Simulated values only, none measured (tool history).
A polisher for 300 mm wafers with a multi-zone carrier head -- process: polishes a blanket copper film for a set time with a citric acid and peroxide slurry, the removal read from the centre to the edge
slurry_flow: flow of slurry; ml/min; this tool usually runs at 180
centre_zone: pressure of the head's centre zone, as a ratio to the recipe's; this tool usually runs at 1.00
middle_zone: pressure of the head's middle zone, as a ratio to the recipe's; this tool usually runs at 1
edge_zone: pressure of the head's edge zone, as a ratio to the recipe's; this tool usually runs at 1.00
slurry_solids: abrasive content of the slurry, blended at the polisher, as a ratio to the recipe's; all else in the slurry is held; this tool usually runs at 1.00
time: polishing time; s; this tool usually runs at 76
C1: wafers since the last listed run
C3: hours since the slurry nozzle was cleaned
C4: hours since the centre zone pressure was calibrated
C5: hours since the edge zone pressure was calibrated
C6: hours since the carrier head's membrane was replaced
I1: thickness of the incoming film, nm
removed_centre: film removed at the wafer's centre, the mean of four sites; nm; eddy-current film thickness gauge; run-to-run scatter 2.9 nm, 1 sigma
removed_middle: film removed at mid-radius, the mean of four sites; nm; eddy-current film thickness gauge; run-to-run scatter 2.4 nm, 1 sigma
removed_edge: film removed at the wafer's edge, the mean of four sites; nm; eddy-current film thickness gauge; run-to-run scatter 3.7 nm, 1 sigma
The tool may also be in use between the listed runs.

run 1 hour=0.0 | slurry_flow=180 centre_zone=1.00 middle_zone=1 edge_zone=1.00 slurry_solids=0.80 time=76 | C1=0 wafers_polished_on_this_pad=444 C3=298.8 C4=419.4 C5=395.6 C6=430.3 | I1=940.2 | removed_centre=235.8 removed_middle=234.6 removed_edge=232.3
run 2 hour=51.8 | slurry_flow=180 centre_zone=1.00 middle_zone=1 edge_zone=1.00 slurry_solids=0.80 time=76 | C1=342 wafers_polished_on_this_pad=787 C3=350.6 C4=471.2 C5=447.4 C6=482.1 | I1=926.4 | removed_centre=235.2 removed_middle=228.0 removed_edge=226.9
-- hour=60.5 worn pad replaced by a new one
run 3 hour=117.5 | slurry_flow=180 centre_zone=1.00 middle_zone=1 edge_zone=1.00 slurry_solids=1.00 time=76 | C1=408 wafers_polished_on_this_pad=376 C3=416.3 C4=536.9 C5=513.1 C6=547.8 | I1=925.6 | removed_centre=243.9 removed_middle=240.9 removed_edge=250.6
run 4 hour=168.0 | slurry_flow=180 centre_zone=1.00 middle_zone=1 edge_zone=1.00 slurry_solids=1.00 time=76 | C1=333 wafers_polished_on_this_pad=710 C3=466.8 C4=587.4 C5=563.6 C6=598.3 | I1=951.9 | removed_centre=244.5 removed_middle=241.8 removed_edge=242.6
-- hour=185.2 worn pad replaced by a new one
run 5 hour=234.5 | slurry_flow=180 centre_zone=1.00 middle_zone=1 edge_zone=1.00 slurry_solids=1.00 time=76 | C1=413 wafers_polished_on_this_pad=326 C3=533.3 C4=653.9 C5=630.1 C6=664.8 | I1=948.3 | removed_centre=241.6 removed_middle=242.8 removed_edge=247.9
-- hour=249.9 carrier head's membrane replaced by a new one
run 6 hour=272.4 | slurry_flow=180 centre_zone=1.00 middle_zone=1 edge_zone=1.00 slurry_solids=1.00 time=76 | C1=217 wafers_polished_on_this_pad=543 C3=571.2 C4=691.8 C5=668.0 C6=22.5 | I1=939.9 | removed_centre=242.4 removed_middle=238.2 removed_edge=246.1
run 7 hour=301.1 | slurry_flow=180 centre_zone=1.00 middle_zone=1 edge_zone=1.00 slurry_solids=1.00 time=76 | C1=189 wafers_polished_on_this_pad=733 C3=599.9 C4=720.5 C5=696.7 C6=51.2 | I1=948.3 | removed_centre=250.0 removed_middle=240.0 removed_edge=249.1
-- hour=315.8 worn pad replaced by a new one
-- hour=331.3 slurry nozzle cleaned
run 8 hour=346.1 | slurry_flow=210 centre_zone=1.06 middle_zone=1 edge_zone=0.97 slurry_solids=1.15 time=76 | C1=264 wafers_polished_on_this_pad=194 C3=14.8 C4=765.5 C5=741.7 C6=96.2 | I1=924.1 | removed_centre=280.5 removed_middle=254.7 removed_edge=251.7
-- hour=382.5 edge zone pressure recalibrated
run 9 hour=408.5 | slurry_flow=215 centre_zone=1.00 middle_zone=1 edge_zone=1.00 slurry_solids=1.00 time=76 | C1=399 wafers_polished_on_this_pad=593 C3=77.2 C4=827.9 C5=26.0 C6=158.6 | I1=946.6 | removed_centre=256.0 removed_middle=245.2 removed_edge=249.8
-- hour=434.4 worn pad replaced by a new one
run 10 hour=442.6 | slurry_flow=180 centre_zone=1.00 middle_zone=1 edge_zone=1.00 slurry_solids=0.80 time=76 | C1=199 wafers_polished_on_this_pad=54 C3=111.3 C4=862.0 C5=60.1 C6=192.7 | I1=944.7 | removed_centre=239.2 removed_middle=225.8 removed_edge=237.2
-- hour=475.1 centre zone pressure recalibrated
run 11 hour=503.9 | slurry_flow=180 centre_zone=1.00 middle_zone=1 edge_zone=1.00 slurry_solids=1.00 time=76 | C1=392 wafers_polished_on_this_pad=446 C3=172.6 C4=28.8 C5=121.4 C6=254.0 | I1=933.6 | removed_centre=246.3 removed_middle=239.1 removed_edge=247.5
-- hour=555.1 worn pad replaced by a new one
run 12 hour=566.7 | slurry_flow=180 centre_zone=1.00 middle_zone=1 edge_zone=1.00 slurry_solids=0.85 time=65 | C1=388 wafers_polished_on_this_pad=76 C3=235.4 C4=91.6 C5=184.2 C6=316.8 | I1=957.3 | removed_centre=209.0 removed_middle=198.4 removed_edge=196.2
run 13 hour=596.5 | slurry_flow=180 centre_zone=1.00 middle_zone=1 edge_zone=1.03 slurry_solids=1.00 time=95 | C1=197 wafers_polished_on_this_pad=273 C3=265.2 C4=121.4 C5=214.0 C6=346.6 | I1=931.8 | removed_centre=308.0 removed_middle=298.3 removed_edge=311.6
run 14 hour=635.5 | slurry_flow=180 centre_zone=1.00 middle_zone=1 edge_zone=1.00 slurry_solids=1.00 time=76 | C1=257 wafers_polished_on_this_pad=531 C3=304.2 C4=160.4 C5=253.0 C6=385.6 | I1=949.6 | removed_centre=247.9 removed_middle=236.6 removed_edge=248.0

The tool's hidden state at each run:
removal rate lost through wear of the pad, %: 0 on each run
slurry flow missing at the pad, %: 0 on each run
deviation of the centre zone's pressure from its setpoint, %: 0 on each run
deviation of the edge zone's pressure from its setpoint, %: 0 on each run
